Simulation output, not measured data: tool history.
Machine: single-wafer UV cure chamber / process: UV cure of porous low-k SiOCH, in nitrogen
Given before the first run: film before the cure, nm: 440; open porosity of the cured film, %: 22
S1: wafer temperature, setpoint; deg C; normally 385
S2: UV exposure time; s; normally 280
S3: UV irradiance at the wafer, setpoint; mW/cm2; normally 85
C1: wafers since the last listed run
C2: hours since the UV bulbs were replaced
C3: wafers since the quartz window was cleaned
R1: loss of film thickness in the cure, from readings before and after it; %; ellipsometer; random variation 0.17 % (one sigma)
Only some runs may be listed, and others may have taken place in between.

run    hour   S1   S2   S3    C1      C2    C3      R1
  1     0.0  385  280   85     0    21.6  2113  11.590
       58.4  -- quartz window cleaned
  2    58.9  385  185   85   279    80.5     2   9.803
  3    90.5  385  280   85   173   112.1   176  11.464
  4   146.8  385  280   85   309   168.4   486  11.343
  5   208.1  385  190   85   337   229.7   823   9.861
  6   268.8  385  190   85   333   290.4  1157   9.802
  7   325.0  385  190   85   309   346.6  1466   9.784
  8   395.4  372  185   85   387   417.0  1853   9.461
  9   436.2  372  185   85   224   457.8  2077   9.528
 10   505.2  385  280   55   379   526.8  2457   9.616
      572.2  -- quartz window cleaned
 11   573.2  385  280   55   330   594.8     5   9.283
 12   637.2  385  280   85   352   658.8   357  11.371
 13   682.9  385  280   85   251   704.5   608  10.879
 14   884.8  385  280   85  1110   906.4  1719  10.744
 15   928.6  385  280   85   240   950.2  1960  11.040
 16   958.8  385  280   85   166   980.4  2126  10.810
 17   992.7  385  280   85   186  1014.3  2313  10.715
 18  1034.3  385  210   85   228  1055.9  2541   9.149
     1053.2  -- quartz window cleaned
 19  1076.4  385  210   85   187  1098.0   127   9.179
 20  1148.3  397  280   70   395  1169.9   523  10.002
 21  1217.5  378  220   69   380  1239.1   903   7.911
 22  1257.9  365  410   60   222  1279.5  1126   9.864
     1306.1  -- UV bulbs replaced
 23  1321.6  372  135  124   306    15.5  1432  10.012
 24  1383.1  385  280   85   338    77.0  1770  11.801
 25  1445.2  405  135   64   341   139.1  2112   7.761
     1465.3  -- quartz window cleaned
 26  1509.4  385  280   69   309   203.3   242  10.774
 27  1641.4  365  380   48   726   335.3   968  10.232
 28  1674.5  385  280   85   182   368.4  1150  11.901
 29  1742.5  371  330   49   374   436.4  1525   9.566
 30  1790.2  393  430   85   262   484.1  1787  13.882
     1866.0  -- quartz window cleaned
 31  1866.5  385  280   85   375   560.4     2  11.543
 32  1919.2  385  395   85   289   613.1   292  13.442
 33  1971.2  404  335   74   286   665.1   578  12.352
 34  2008.9  374  180   66   207   702.8   785   8.408
 35  2043.7  378  140   85   191   737.6   977   8.292
 36  2095.8  385  280   85   286   789.7  1263  11.187
 37  2166.7  385  350   85   390   860.6  1653  11.965
 38  2235.6  402  445   85   379   929.5  2032  13.664
 39  2287.4  403  440  125   284   981.3  2317  15.680

Describe how what the log doesn't record of the tool's condition differs between the last listed run preceding each entry between runs and the first listed run following it.
After run 1, before run 2: quartz window cleaned (hour 58.4)
  lamp output below its setpoint, %: 5.28 -> 5.38
  difference, measured minus the result without the unlogged condition, R1: -0.256 -> -0.252 %
After run 10, before run 11: quartz window cleaned (hour 572.2)
  lamp output below its setpoint, %: 9.79 -> 11
  difference, measured minus the result without the unlogged condition, R1: -0.474 -> -0.523 %
After run 18, before run 19: quartz window cleaned (hour 1053.2)
  lamp output below its setpoint, %: 23.4 -> 24.9
  difference, measured minus the result without the unlogged condition, R1: -1.187 -> -1.288 %
After run 22, before run 23: UV bulbs replaced (hour 1306.1)
  lamp output below its setpoint, %: 31.9 -> 0.624
  difference, measured minus the result without the unlogged condition, R1: -1.776 -> -0.029 %
After run 25, before run 26: quartz window cleaned (hour 1465.3)
  lamp output below its setpoint, %: 0.935 -> 1.29
  difference, measured minus the result without the unlogged condition, R1: -0.040 -> -0.059 %
After run 30, before run 31: quartz window cleaned (hour 1866.0)
  lamp output below its setpoint, %: 4.44 -> 5.73
  difference, measured minus the result without the unlogged condition, R1: -0.224 -> -0.278 %
